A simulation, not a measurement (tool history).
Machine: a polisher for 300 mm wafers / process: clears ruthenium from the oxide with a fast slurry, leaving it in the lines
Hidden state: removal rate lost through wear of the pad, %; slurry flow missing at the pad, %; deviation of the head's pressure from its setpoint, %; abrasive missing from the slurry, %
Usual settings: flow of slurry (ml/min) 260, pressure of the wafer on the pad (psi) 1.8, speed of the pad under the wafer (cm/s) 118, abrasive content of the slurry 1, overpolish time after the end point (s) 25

run   hour  flow of slurry (ml/min)  pressure of the wafer on the pad (psi)  speed of the pad under the wafer (cm/s)  abrasive content of the slurry  overpolish time after the end point (s)  wafers since the last listed run  wafers polished on this pad  hours since the slurry nozzle was cleaned  hours since the head pressure was calibrated  hours since the slurry blender was calibrated  incoming thickness of the incoming film, nm  time until the end point was called (s)  dishing of a wide line in a test structure (angstrom)
  1      0                      260                                     1.8                                      118                               1                                       25                                 0                          555                                      683.7                                         901.2                                          137.7                                        288.2                                    113.1                                                    453
  2     13                      260                                     1.8                                      118                               1                                       25                                95                          650                                      696.7                                         914.2                                          150.7                                        285.3                                      113                                                    430
      27.9  -- slurry nozzle cleaned
  3   29.1                      260                                     1.8                                      102                               1                                       25                               110                          761                                        1.2                                         930.3                                          166.8                                        293.5                                    134.2                                                    392
  4   37.1                      260                                     1.8                                      102                               1                                       25                                58                          820                                        9.2                                         938.3                                          174.8                                        290.3                                    133.9                                                    386
        42  -- worn pad replaced by a new one, of another model than before
  5   47.2                      260                                     1.8                                      118                               1                                       25                                44                           38                                       19.3                                         948.4                                          184.9                                        286.3                                    101.9                                                    468
      52.6  -- slurry blender recalibrated
  6   61.9                      260                                     1.8                                      118                               1                                       25                                93                          131                                         34                                         963.1                                            9.3                                        288.6                                    105.2                                                    443
      89.2  -- head pressure recalibrated
  7   89.7                      260                                     1.8                                      118                               1                                       25                               189                          321                                       61.8                                           0.5                                           37.1                                        284.8                                    105.6                                                    444
  8  101.5                      260                                     1.8                                      118                               1                                       25                                86                          407                                       73.6                                          12.3                                           48.9                                        290.9                                    111.2                                                    446
  9  108.7                      260                                     1.8                                      118                               1                                       25                                52                          460                                       80.8                                          19.5                                           56.1                                        296.6                                    110.1                                                    449
 10  117.6                      260                                     1.8                                      118                               1                                       25                                65                          525                                       89.7                                          28.4                                             65                                        287.2                                    115.5                                                    441
 11    126                      260                                     1.8                                      134                               1                                       30                                61                          587                                       98.1                                          36.8                                           73.4                                        287.3                                    101.2                                                    533
 12  133.7                      230                                     1.8                                      108                               1                                       35                                56                          644                                      105.8                                          44.5                                           81.1                                        294.4                                    122.7                                                    529
     145.8  -- worn pad replaced by a new one
 13  149.8                      350                                     1.8                                      118                            1.25                                       25                                88                           29                                      121.9                                          60.6                                           97.2                                        292.2                                     88.5                                                    505
 14  165.6                      260                                     2.1                                      118                            0.75                                       25                               115                          145                                      137.7                                          76.4                                            113                                        286.8                                      104                                                    469
 15    173                      205                                     1.8                                       92                             0.9                                       25                                54                          199                                      145.1                                          83.8                                          120.4                                        288.3                                    131.7                                                    389
 16  179.6                      260                                     2.2                                      118                             1.3                                       37                                48                          248                                      151.7                                          90.4                                            127                                        290.7                                     77.2                                                    666
 17  188.6                      260                                     1.4                                       86                            1.15                                       25                                66                          314                                      160.7                                          99.4                                            136                                        287.7                                    159.4                                                    336
 18  198.5                      260                                     2.1                                      140                             0.8                                       21                                72                          386                                      170.6                                         109.3                                          145.9                                        294.1                                     94.2                                                    444
 19  212.4                      260                                     1.8                                      118                               1                                       25                               102                          488                                      184.5                                         123.2                                          159.8                                        287.6                                    107.3                                                    441
 20  226.4                      260                                     1.8                                      118                               1                                       25                               102                          591                                      198.5                                         137.2                                          173.8                                        290.1                                    113.8                                                    444
 21  232.6                      330                                     2.1                                      118                               1                                       25                                45                          637                                      204.7                                         143.4                                            180                                        293.2                                     94.5                                                    502
 22  245.2                      260                                     1.8                                      118                               1                                       25                                92                          729                                      217.3                                           156                                          192.6                                        288.7                                    110.1                                                    441
     256.5  -- worn pad replaced by a new one
 23    257                      260                                     2.2                                      118                               1                                       25                                57                            3                                      229.1                                         167.8                                          204.4                                        289.2                                     82.4                                                    528
 24  261.8                      230                                     1.8                                      108                               1                                       35                                35                           39                                      233.9                                         172.6                                          209.2                                        288.7                                    110.1                                                    544
     264.4  -- slurry blender recalibrated
 25    268                      260                                     1.8                                       98                               1                                       25                                30                           69                                      240.1                                         178.8                                            3.6                                        290.5                                    122.9                                                    415
 26  281.4                      175                                     2.3                                       98                               1                                       25                                98                          168                                      253.5                                         192.2                                             17                                        289.1                                     98.3                                                    473
 27  289.4                      260                                     2.2                                      118                             0.9                                       33                                58                          226                                      261.5                                         200.2                                             25                                          290                                       95                                                    575
 28  300.4                      220                                     1.8                                      140                               1                                       25                                80                          307                                      272.5                                         211.2                                             36                                        288.9                                    103.2                                                    464

What if the next run were any one of these 4? Each begins from the tool's condition after run 28:
  A  300.9                      260                                     1.3                                      118                               1                                       25                                 3                          311                                        273                                         211.7                                           36.5                                          294                                        ?                                                      ?
  B  300.9                      345                                     1.6                                      118                             0.8                                       14                                 3                          311                                        273                                         211.7                                           36.5                                          294                                        ?                                                      ?
  C  300.9                      260                                     2.2                                      118                            1.25                                       25                                 3                          311                                        273                                         211.7                                           36.5                                          294                                        ?                                                      ?
  D  300.9                      260                                     1.6                                      156                             0.9                                       38                                 3                          311                                        273                                         211.7                                           36.5                                          294                                        ?                                                      ?

run  time until the end point was called (s)  dishing of a wide line in a test structure (angstrom)
  A                                    156.5                                                    355
  B                                      141                                                    242
  C                                     83.4                                                    542
  D                                    108.9                                                    590
Had the tool no hidden state, the same runs would have come out as:
run  time until the end point was called (s)  dishing of a wide line in a test structure (angstrom)
  A                                    137.3                                                    391
  B                                    123.7                                                    270
  C                                     73.2                                                    584
  D                                     95.6                                                    630
